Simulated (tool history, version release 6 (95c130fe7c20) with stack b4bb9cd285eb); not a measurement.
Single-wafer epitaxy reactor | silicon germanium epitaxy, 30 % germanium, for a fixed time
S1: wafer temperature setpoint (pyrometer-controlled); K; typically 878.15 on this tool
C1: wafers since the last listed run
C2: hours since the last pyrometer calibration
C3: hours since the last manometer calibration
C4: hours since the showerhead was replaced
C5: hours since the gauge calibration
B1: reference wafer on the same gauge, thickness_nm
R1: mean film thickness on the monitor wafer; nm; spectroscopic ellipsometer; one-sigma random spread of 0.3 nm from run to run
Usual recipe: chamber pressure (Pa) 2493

{"run": 1, "hour": 0.0, "S1": 878.15, "chamber pressure (Pa)": 2493, "C1": 0, "C2": 701.5, "C3": 175.9, "C4": 2577.1, "C5": 702.3, "B1": 67.049, "R1": 61.799}
{"run": 2, "hour": 53.4, "S1": 878.15, "chamber pressure (Pa)": 2493, "C1": 780, "C2": 754.9, "C3": 229.3, "C4": 2630.5, "C5": 755.7, "B1": 67.118, "R1": 62.01}
{"run": 3, "hour": 127.8, "S1": 878.15, "chamber pressure (Pa)": 2493, "C1": 1086, "C2": 829.3, "C3": 303.7, "C4": 2704.9, "C5": 830.1, "B1": 67.194, "R1": 61.887}
{"run": 4, "hour": 199.7, "S1": 878.15, "chamber pressure (Pa)": 2346, "C1": 1050, "C2": 901.2, "C3": 375.6, "C4": 2776.8, "C5": 902.0, "B1": 67.153, "R1": 60.264}
{"run": 5, "hour": 279.6, "S1": 878.15, "chamber pressure (Pa)": 2493, "C1": 1167, "C2": 981.1, "C3": 455.5, "C4": 2856.7, "C5": 981.9, "B1": 67.127, "R1": 61.647}
{"run": 6, "hour": 346.0, "S1": 878.15, "chamber pressure (Pa)": 2493, "C1": 969, "C2": 1047.5, "C3": 521.9, "C4": 2923.1, "C5": 1048.3, "B1": 67.097, "R1": 61.467}
{"hour": 436.9, "done": "pyrometer calibrated"}
{"run": 7, "hour": 452.8, "S1": 878.15, "chamber pressure (Pa)": 2493, "C1": 1443, "C2": 15.9, "C3": 628.7, "C4": 3029.9, "C5": 1155.1, "B1": 67.055, "R1": 64.769}
{"run": 8, "hour": 519.6, "S1": 878.15, "chamber pressure (Pa)": 2680, "C1": 975, "C2": 82.7, "C3": 695.5, "C4": 3096.7, "C5": 1221.9, "B1": 66.996, "R1": 66.848}
{"run": 9, "hour": 598.4, "S1": 878.15, "chamber pressure (Pa)": 2493, "C1": 1151, "C2": 161.5, "C3": 774.3, "C4": 3175.5, "C5": 1300.7, "B1": 67.158, "R1": 64.317}
{"run": 10, "hour": 699.2, "S1": 872.15, "chamber pressure (Pa)": 2920, "C1": 1472, "C2": 262.3, "C3": 875.1, "C4": 3276.3, "C5": 1401.5, "B1": 67.143, "R1": 60.833}
{"run": 11, "hour": 740.0, "S1": 888.15, "chamber pressure (Pa)": 2800, "C1": 595, "C2": 303.1, "C3": 915.9, "C4": 3317.1, "C5": 1442.3, "B1": 67.131, "R1": 82.241}
{"run": 12, "hour": 844.6, "S1": 878.15, "chamber pressure (Pa)": 2493, "C1": 1527, "C2": 407.7, "C3": 1020.5, "C4": 3421.7, "C5": 1546.9, "B1": 67.156, "R1": 64.055}
{"hour": 925.5, "done": "capacitance manometer re-zeroed and calibrated"}
{"hour": 975.5, "done": "showerhead replaced"}
{"run": 13, "hour": 1042.1, "S1": 878.15, "chamber pressure (Pa)": 2493, "C1": 2651, "C2": 605.2, "C3": 116.6, "C4": 66.6, "C5": 1744.4, "B1": 67.131, "R1": 62.207}
{"run": 14, "hour": 1144.0, "S1": 878.15, "chamber pressure (Pa)": 2493, "C1": 1488, "C2": 707.1, "C3": 218.5, "C4": 168.5, "C5": 1846.3, "B1": 67.092, "R1": 62.132}
{"run": 15, "hour": 1193.4, "S1": 890.15, "chamber pressure (Pa)": 2880, "C1": 721, "C2": 756.5, "C3": 267.9, "C4": 217.9, "C5": 1895.7, "B1": 67.204, "R1": 83.495}
{"run": 16, "hour": 1276.5, "S1": 864.15, "chamber pressure (Pa)": 2160, "C1": 1213, "C2": 839.6, "C3": 351.0, "C4": 301.0, "C5": 1978.8, "B1": 67.015, "R1": 43.467}
{"run": 17, "hour": 1374.0, "S1": 878.15, "chamber pressure (Pa)": 2200, "C1": 1424, "C2": 937.1, "C3": 448.5, "C4": 398.5, "C5": 2076.3, "B1": 67.114, "R1": 59.07}
{"run": 18, "hour": 1427.9, "S1": 878.15, "chamber pressure (Pa)": 2493, "C1": 787, "C2": 991.0, "C3": 502.4, "C4": 452.4, "C5": 2130.2, "B1": 67.14, "R1": 61.785}
{"hour": 1460.7, "done": "gauge calibrated"}
{"run": 19, "hour": 1478.5, "S1": 878.15, "chamber pressure (Pa)": 2493, "C1": 739, "C2": 1041.6, "C3": 553.0, "C4": 503.0, "C5": 17.8, "B1": 67.081, "R1": 61.552}
{"hour": 1538.0, "done": "pyrometer calibrated"}
{"run": 20, "hour": 1569.7, "S1": 878.15, "chamber pressure (Pa)": 2693, "C1": 1215, "C2": 31.7, "C3": 644.2, "C4": 594.2, "C5": 109.0, "B1": 67.131, "R1": 66.55}
{"run": 21, "hour": 1645.6, "S1": 878.15, "chamber pressure (Pa)": 2493, "C1": 1108, "C2": 107.6, "C3": 720.1, "C4": 670.1, "C5": 184.9, "B1": 66.992, "R1": 64.24}
{"run": 22, "hour": 1749.3, "S1": 878.15, "chamber pressure (Pa)": 2066, "C1": 1514, "C2": 211.3, "C3": 823.8, "C4": 773.8, "C5": 288.6, "B1": 67.076, "R1": 59.856}
{"run": 23, "hour": 1845.6, "S1": 878.15, "chamber pressure (Pa)": 2493, "C1": 1406, "C2": 307.6, "C3": 920.1, "C4": 870.1, "C5": 384.9, "B1": 67.085, "R1": 64.832}
{"run": 24, "hour": 1898.7, "S1": 865.15, "chamber pressure (Pa)": 2906, "C1": 775, "C2": 360.7, "C3": 973.2, "C4": 923.2, "C5": 438.0, "B1": 67.104, "R1": 52.189}
{"run": 25, "hour": 1963.4, "S1": 878.15, "chamber pressure (Pa)": 2933, "C1": 945, "C2": 425.4, "C3": 1037.9, "C4": 987.9, "C5": 502.7, "B1": 67.013, "R1": 68.454}
{"hour": 2061.7, "done": "capacitance manometer re-zeroed and calibrated"}
{"run": 26, "hour": 2205.7, "S1": 868.15, "chamber pressure (Pa)": 3106, "C1": 3422, "C2": 667.7, "C3": 144.0, "C4": 1230.2, "C5": 745.0, "B1": 67.131, "R1": 55.555}
{"run": 27, "hour": 2308.5, "S1": 893.15, "chamber pressure (Pa)": 2493, "C1": 1501, "C2": 770.5, "C3": 246.8, "C4": 1333.0, "C5": 847.8, "B1": 67.052, "R1": 83.794}
{"run": 28, "hour": 2394.7, "S1": 878.15, "chamber pressure (Pa)": 2493, "C1": 1259, "C2": 856.7, "C3": 333.0, "C4": 1419.2, "C5": 934.0, "B1": 67.127, "R1": 62.139}
{"run": 29, "hour": 2448.7, "S1": 874.15, "chamber pressure (Pa)": 2000, "C1": 788, "C2": 910.7, "C3": 387.0, "C4": 1473.2, "C5": 988.0, "B1": 67.034, "R1": 52.921}
{"run": 30, "hour": 2525.1, "S1": 878.15, "chamber pressure (Pa)": 2493, "C1": 1115, "C2": 987.1, "C3": 463.4, "C4": 1549.6, "C5": 1064.4, "B1": 67.172, "R1": 62.553}
{"hour": 2547.1, "done": "pyrometer calibrated"}
{"run": 31, "hour": 2568.1, "S1": 884.15, "chamber pressure (Pa)": 2986, "C1": 511, "C2": 21.0, "C3": 506.4, "C4": 1592.6, "C5": 1107.4, "B1": 67.047, "R1": 78.426}
{"run": 32, "hour": 2639.1, "S1": 878.15, "chamber pressure (Pa)": 2493, "C1": 1037, "C2": 92.0, "C3": 577.4, "C4": 1663.6, "C5": 1178.4, "B1": 67.026, "R1": 64.068}
{"run": 33, "hour": 2721.3, "S1": 866.15, "chamber pressure (Pa)": 2040, "C1": 1200, "C2": 174.2, "C3": 659.6, "C4": 1745.8, "C5": 1260.6, "B1": 67.116, "R1": 46.271}
{"run": 34, "hour": 2821.8, "S1": 874.15, "chamber pressure (Pa)": 2493, "C1": 1467, "C2": 274.7, "C3": 760.1, "C4": 1846.3, "C5": 1361.1, "B1": 67.166, "R1": 59.224}

State the hidden condition of the tool at each of the runs:
gauge reads high (%): 0 at every run
H1: wafer temperature above the value expected at the setpoint (K)
H2: true pressure above the setpoint (%)
run=1 H1=-1.38 H2=0.896
run=2 H1=-1.49 H2=1.24
run=3 H1=-1.66 H2=1.71
run=4 H1=-1.81 H2=2.16
run=5 H1=-1.99 H2=2.67
run=6 H1=-2.13 H2=3.09
run=7 H1=-0.00443 H2=3.77
run=8 H1=-0.15 H2=4.2
run=9 H1=-0.322 H2=4.7
run=10 H1=-0.541 H2=5.34
run=11 H1=-0.63 H2=5.6
run=12 H1=-0.858 H2=6.26
run=13 H1=-1.29 H2=0.233
run=14 H1=-1.51 H2=0.88
run=15 H1=-1.62 H2=1.19
run=16 H1=-1.8 H2=1.72
run=17 H1=-2.01 H2=2.34
run=18 H1=-2.13 H2=2.68
run=19 H1=-2.24 H2=3
run=20 H1=0.051 H2=3.58
run=21 H1=-0.114 H2=4.07
run=22 H1=-0.34 H2=4.72
run=23 H1=-0.55 H2=5.34
run=24 H1=-0.666 H2=5.67
run=25 H1=-0.806 H2=6.08
run=26 H1=-1.33 H2=1.76
run=27 H1=-1.56 H2=2.41
run=28 H1=-1.75 H2=2.96
run=29 H1=-1.86 H2=3.3
run=30 H1=-2.03 H2=3.78
run=31 H1=-0.00492 H2=4.06
run=32 H1=-0.16 H2=4.51
run=33 H1=-0.339 H2=5.03
run=34 H1=-0.558 H2=5.67

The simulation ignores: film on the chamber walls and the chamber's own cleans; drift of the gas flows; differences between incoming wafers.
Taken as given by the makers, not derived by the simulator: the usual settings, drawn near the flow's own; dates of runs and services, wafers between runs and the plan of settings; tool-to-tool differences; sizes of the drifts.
